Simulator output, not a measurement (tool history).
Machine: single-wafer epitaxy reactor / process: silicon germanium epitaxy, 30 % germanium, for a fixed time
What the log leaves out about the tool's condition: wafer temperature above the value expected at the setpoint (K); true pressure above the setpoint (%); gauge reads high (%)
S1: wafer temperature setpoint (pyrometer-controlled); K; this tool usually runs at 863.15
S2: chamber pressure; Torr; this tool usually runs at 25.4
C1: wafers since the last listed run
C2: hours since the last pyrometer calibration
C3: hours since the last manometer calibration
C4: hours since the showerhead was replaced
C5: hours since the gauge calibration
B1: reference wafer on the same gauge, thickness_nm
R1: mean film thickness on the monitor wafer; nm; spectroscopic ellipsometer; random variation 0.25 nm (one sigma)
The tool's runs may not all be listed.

{"run": 1, "hour": 0.0, "S1": 857.15, "S2": 27.5, "C1": 0, "C2": 1156.9, "C3": 1225.6, "C4": 5861.6, "C5": 241.8, "B1": 48.231, "R1": 48.165}
{"run": 2, "hour": 16.6, "S1": 857.15, "S2": 27.5, "C1": 162, "C2": 1173.5, "C3": 1242.2, "C4": 5878.2, "C5": 258.4, "B1": 48.173, "R1": 48.084}
{"run": 3, "hour": 33.9, "S1": 857.15, "S2": 27.5, "C1": 169, "C2": 1190.8, "C3": 1259.5, "C4": 5895.5, "C5": 275.7, "B1": 48.211, "R1": 48.014}
{"run": 4, "hour": 46.2, "S1": 863.15, "S2": 28.4, "C1": 120, "C2": 1203.1, "C3": 1271.8, "C4": 5907.8, "C5": 288.0, "B1": 48.212, "R1": 53.86}
{"run": 5, "hour": 78.6, "S1": 863.15, "S2": 28.4, "C1": 316, "C2": 1235.5, "C3": 1304.2, "C4": 5940.2, "C5": 320.4, "B1": 48.149, "R1": 53.885}
{"run": 6, "hour": 91.3, "S1": 863.15, "S2": 28.4, "C1": 124, "C2": 1248.2, "C3": 1316.9, "C4": 5952.9, "C5": 333.1, "B1": 48.187, "R1": 53.796}
{"run": 7, "hour": 112.1, "S1": 863.15, "S2": 25.4, "C1": 203, "C2": 1269.0, "C3": 1337.7, "C4": 5973.7, "C5": 353.9, "B1": 48.251, "R1": 51.771}
{"run": 8, "hour": 140.8, "S1": 863.15, "S2": 25.4, "C1": 280, "C2": 1297.7, "C3": 1366.4, "C4": 6002.4, "C5": 382.6, "B1": 48.167, "R1": 51.493}
{"run": 9, "hour": 172.4, "S1": 863.15, "S2": 25.4, "C1": 308, "C2": 1329.3, "C3": 1398.0, "C4": 6034.0, "C5": 414.2, "B1": 48.165, "R1": 51.771}
{"run": 10, "hour": 192.9, "S1": 863.15, "S2": 25.4, "C1": 200, "C2": 1349.8, "C3": 1418.5, "C4": 6054.5, "C5": 434.7, "B1": 48.261, "R1": 51.002}
{"run": 11, "hour": 219.1, "S1": 863.15, "S2": 25.4, "C1": 256, "C2": 1376.0, "C3": 1444.7, "C4": 6080.7, "C5": 460.9, "B1": 48.258, "R1": 51.431}
{"run": 12, "hour": 241.7, "S1": 863.15, "S2": 25.4, "C1": 220, "C2": 1398.6, "C3": 1467.3, "C4": 6103.3, "C5": 483.5, "B1": 48.183, "R1": 51.177}
{"hour": 255.6, "done": "showerhead replaced"}
{"hour": 263.5, "done": "capacitance manometer re-zeroed and calibrated"}
{"run": 13, "hour": 272.4, "S1": 851.15, "S2": 22.0, "C1": 144, "C2": 1429.3, "C3": 8.9, "C4": 16.8, "C5": 514.2, "B1": 48.253, "R1": 39.928}
{"run": 14, "hour": 290.0, "S1": 857.15, "S2": 27.5, "C1": 172, "C2": 1446.9, "C3": 26.5, "C4": 34.4, "C5": 531.8, "B1": 48.202, "R1": 47.882}
{"hour": 304.9, "done": "pyrometer calibrated"}
{"run": 15, "hour": 308.6, "S1": 863.15, "S2": 25.4, "C1": 103, "C2": 3.7, "C3": 45.1, "C4": 53.0, "C5": 550.4, "B1": 48.223, "R1": 51.252}
{"hour": 320.6, "done": "gauge calibrated"}
{"run": 16, "hour": 329.9, "S1": 863.15, "S2": 25.4, "C1": 208, "C2": 25.0, "C3": 66.4, "C4": 74.3, "C5": 9.3, "B1": 48.187, "R1": 51.376}
{"run": 17, "hour": 355.3, "S1": 870.15, "S2": 21.9, "C1": 248, "C2": 50.4, "C3": 91.8, "C4": 99.7, "C5": 34.7, "B1": 48.265, "R1": 54.588}
{"run": 18, "hour": 374.7, "S1": 858.15, "S2": 29.4, "C1": 189, "C2": 69.8, "C3": 111.2, "C4": 119.1, "C5": 54.1, "B1": 48.282, "R1": 50.14}
{"run": 19, "hour": 406.4, "S1": 856.15, "S2": 21.7, "C1": 309, "C2": 101.5, "C3": 142.9, "C4": 150.8, "C5": 85.8, "B1": 48.251, "R1": 43.613}
{"run": 20, "hour": 429.1, "S1": 858.15, "S2": 29.2, "C1": 221, "C2": 124.2, "C3": 165.6, "C4": 173.5, "C5": 108.5, "B1": 48.178, "R1": 49.789}
{"run": 21, "hour": 456.5, "S1": 873.15, "S2": 21.0, "C1": 267, "C2": 151.6, "C3": 193.0, "C4": 200.9, "C5": 135.9, "B1": 48.227, "R1": 56.603}
{"run": 22, "hour": 484.9, "S1": 854.15, "S2": 19.5, "C1": 277, "C2": 180.0, "C3": 221.4, "C4": 229.3, "C5": 164.3, "B1": 48.137, "R1": 40.258}
{"run": 23, "hour": 516.2, "S1": 863.15, "S2": 19.2, "C1": 306, "C2": 211.3, "C3": 252.7, "C4": 260.6, "C5": 195.6, "B1": 48.204, "R1": 47.211}
{"run": 24, "hour": 541.3, "S1": 857.15, "S2": 21.1, "C1": 245, "C2": 236.4, "C3": 277.8, "C4": 285.7, "C5": 220.7, "B1": 48.207, "R1": 43.474}

Run-by-run hidden state of the tool:
wafer temperature above the value expected at the setpoint (K): 0, the same for each run
true pressure above the setpoint (%): 0, the same for each run
gauge reads high (%): 0, the same for each run
